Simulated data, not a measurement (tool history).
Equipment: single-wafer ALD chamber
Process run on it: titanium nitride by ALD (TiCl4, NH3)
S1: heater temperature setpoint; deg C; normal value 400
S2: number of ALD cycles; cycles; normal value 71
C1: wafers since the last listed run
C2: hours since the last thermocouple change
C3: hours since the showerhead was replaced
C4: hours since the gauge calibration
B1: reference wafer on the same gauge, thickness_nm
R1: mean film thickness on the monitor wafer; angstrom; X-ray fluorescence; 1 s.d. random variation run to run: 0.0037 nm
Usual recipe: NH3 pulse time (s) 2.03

Run 1, hour 0.0: usual settings but S1 405 deg C; C1 0; C2 1063.2; C3 4324.3; C4 1550.5; B1 1.246. Result: R1 15.16 angstrom.
At hour 110.6: thermocouple changed; heater temperature recalibrated.
Run 2, hour 146.8: usual settings but S1 390 deg C; C1 551; C2 36.2; C3 4471.1; C4 1697.3; B1 1.249. Result: R1 14.95 angstrom.
Run 3, hour 189.4: usual settings but S1 390 deg C; C1 169; C2 78.8; C3 4513.7; C4 1739.9; B1 1.248. Result: R1 14.96 angstrom.
Run 4, hour 249.2: usual settings but S1 390 deg C; C1 237; C2 138.6; C3 4573.5; C4 1799.7; B1 1.248. Result: R1 15.03 angstrom.
Run 5, hour 311.1: usual settings; C1 246; C2 200.5; C3 4635.4; C4 1861.6; B1 1.250. Result: R1 15.09 angstrom.
Run 6, hour 354.5: usual settings; C1 172; C2 243.9; C3 4678.8; C4 1905.0; B1 1.252. Result: R1 15.17 angstrom.
Run 7, hour 426.2: usual settings but NH3 pulse time (s) 2.23; C1 285; C2 315.6; C3 4750.5; C4 1976.7; B1 1.251. Result: R1 15.32 angstrom.
Run 8, hour 478.5: usual settings but S1 394 deg C; C1 207; C2 367.9; C3 4802.8; C4 2029.0; B1 1.255. Result: R1 15.11 angstrom.
Run 9, hour 539.2: usual settings but S1 394 deg C; C1 241; C2 428.6; C3 4863.5; C4 2089.7; B1 1.255. Result: R1 15.16 angstrom.
Run 10, hour 672.0: usual settings but S1 394 deg C; C1 527; C2 561.4; C3 4996.3; C4 2222.5; B1 1.257. Result: R1 15.14 angstrom.
Run 11, hour 719.8: usual settings; C1 190; C2 609.2; C3 5044.1; C4 2270.3; B1 1.258. Result: R1 15.22 angstrom.
Run 12, hour 784.2: usual settings; C1 256; C2 673.6; C3 5108.5; C4 2334.7; B1 1.259. Result: R1 15.23 angstrom.
Run 13, hour 817.9: usual settings; C1 133; C2 707.3; C3 5142.2; C4 2368.4; B1 1.260. Result: R1 15.27 angstrom.
Run 14, hour 884.1: usual settings but S2 60 cycles; C1 263; C2 773.5; C3 5208.4; C4 2434.6; B1 1.260. Result: R1 12.94 angstrom.
Run 15, hour 949.9: usual settings but S2 60 cycles; C1 261; C2 839.3; C3 5274.2; C4 2500.4; B1 1.261. Result: R1 12.96 angstrom.
At hour 985.0: gauge calibrated.
Run 16, hour 1001.4: usual settings but S2 60 cycles; C1 204; C2 890.8; C3 5325.7; C4 16.4; B1 1.223. Result: R1 12.50 angstrom.
Run 17, hour 1027.1: usual settings but S1 412 deg C, S2 66 cycles; C1 102; C2 916.5; C3 5351.4; C4 42.1; B1 1.221. Result: R1 13.82 angstrom.
Run 18, hour 1154.8: usual settings but S1 412 deg C, S2 66 cycles; C1 507; C2 1044.2; C3 5479.1; C4 169.8; B1 1.225. Result: R1 13.86 angstrom.
Run 19, hour 1212.9: usual settings; C1 230; C2 1102.3; C3 5537.2; C4 227.9; B1 1.226. Result: R1 14.90 angstrom.
At hour 1239.6: thermocouple changed; heater temperature recalibrated.
Run 20, hour 1253.5: usual settings but S1 413 deg C, S2 60 cycles; C1 129; C2 13.9; C3 5577.8; C4 268.5; B1 1.225. Result: R1 12.60 angstrom.
Run 21, hour 1319.5: usual settings; C1 262; C2 79.9; C3 5643.8; C4 334.5; B1 1.226. Result: R1 14.82 angstrom.
Run 22, hour 1360.4: usual settings but S1 410 deg C, S2 81 cycles, NH3 pulse time (s) 2.45; C1 162; C2 120.8; C3 5684.7; C4 375.4; B1 1.227. Result: R1 17.16 angstrom.
Run 23, hour 1416.6: usual settings but S2 62 cycles, NH3 pulse time (s) 1.45; C1 223; C2 177.0; C3 5740.9; C4 431.6; B1 1.230. Result: R1 12.74 angstrom.
Run 24, hour 1454.4: usual settings but S2 76 cycles, NH3 pulse time (s) 1.70; C1 150; C2 214.8; C3 5778.7; C4 469.4; B1 1.230. Result: R1 15.91 angstrom.
Run 25, hour 1481.2: usual settings but S1 413 deg C, S2 62 cycles; C1 106; C2 241.6; C3 5805.5; C4 496.2; B1 1.230. Result: R1 13.07 angstrom.
At hour 1503.8: showerhead replaced.
Run 26, hour 1513.4: usual settings; C1 96; C2 273.8; C3 9.6; C4 528.4; B1 1.230. Result: R1 14.90 angstrom.
Run 27, hour 1568.1: usual settings but NH3 pulse time (s) 2.70; C1 217; C2 328.5; C3 64.3; C4 583.1; B1 1.232. Result: R1 15.03 angstrom.
Run 28, hour 1627.9: usual settings but S1 411 deg C, NH3 pulse time (s) 2.41; C1 237; C2 388.3; C3 124.1; C4 642.9; B1 1.232. Result: R1 15.05 angstrom.
Run 29, hour 1677.6: usual settings but S1 394 deg C, S2 67 cycles, NH3 pulse time (s) 2.61; C1 197; C2 438.0; C3 173.8; C4 692.6; B1 1.233. Result: R1 14.11 angstrom.
Run 30, hour 1717.5: usual settings but S1 389 deg C, NH3 pulse time (s) 1.24; C1 158; C2 477.9; C3 213.7; C4 732.5; B1 1.235. Result: R1 14.52 angstrom.
Run 31, hour 1797.1: usual settings but NH3 pulse time (s) 2.83; C1 316; C2 557.5; C3 293.3; C4 812.1; B1 1.233. Result: R1 15.15 angstrom.
Run 32, hour 1846.5: usual settings but S2 84 cycles, NH3 pulse time (s) 1.32; C1 196; C2 606.9; C3 342.7; C4 861.5; B1 1.235. Result: R1 17.31 angstrom.
Run 33, hour 1872.5: usual settings but S1 387 deg C, S2 67 cycles, NH3 pulse time (s) 1.57; C1 103; C2 632.9; C3 368.7; C4 887.5; B1 1.235. Result: R1 13.83 angstrom.
Run 34, hour 1917.9: usual settings; C1 180; C2 678.3; C3 414.1; C4 932.9; B1 1.237. Result: R1 14.97 angstrom.
Run 35, hour 2058.4: usual settings but S1 404 deg C, S2 80 cycles; C1 558; C2 818.8; C3 554.6; C4 1073.4; B1 1.240. Result: R1 16.93 angstrom.
Run 36, hour 2087.2: usual settings; C1 114; C2 847.6; C3 583.4; C4 1102.2; B1 1.239. Result: R1 15.01 angstrom.
Run 37, hour 2121.8: usual settings but S1 396 deg C, S2 83 cycles, NH3 pulse time (s) 1.35; C1 137; C2 882.2; C3 618.0; C4 1136.8; B1 1.239. Result: R1 17.24 angstrom.
Run 38, hour 2157.2: usual settings but S1 405 deg C, S2 79 cycles; C1 140; C2 917.6; C3 653.4; C4 1172.2; B1 1.240. Result: R1 16.82 angstrom.
Run 39, hour 2217.4: usual settings but S1 392 deg C, S2 78 cycles, NH3 pulse time (s) 1.66; C1 239; C2 977.8; C3 713.6; C4 1232.4; B1 1.241. Result: R1 16.33 angstrom.

What differs in the tool's unlogged condition from the final listed run ahead of each entry between runs to the first listed run following it?
Logged between run 1 and run 2: thermocouple changed; heater temperature recalibrated (hour 110.6)
  gauge reads high (%): 2.13 -> 2.32
  measured value less the no-hidden-state value, R1: +0.31 -> +0.34 angstrom
Logged between run 15 and run 16: gauge calibrated (hour 985.0)
  gauge reads high (%): 3.36 -> 0.171
  measured value less the no-hidden-state value, R1: +0.42 -> +0.02 angstrom
Logged between run 19 and run 20: thermocouple changed; heater temperature recalibrated (hour 1239.6)
  gauge reads high (%): 0.445 -> 0.498
  measured value less the no-hidden-state value, R1: +0.06 -> +0.06 angstrom
Logged between run 25 and run 26: showerhead replaced (hour 1503.8)
  gauge reads high (%): 0.793 -> 0.835
  measured value less the no-hidden-state value, R1: +0.10 -> +0.12 angstrom
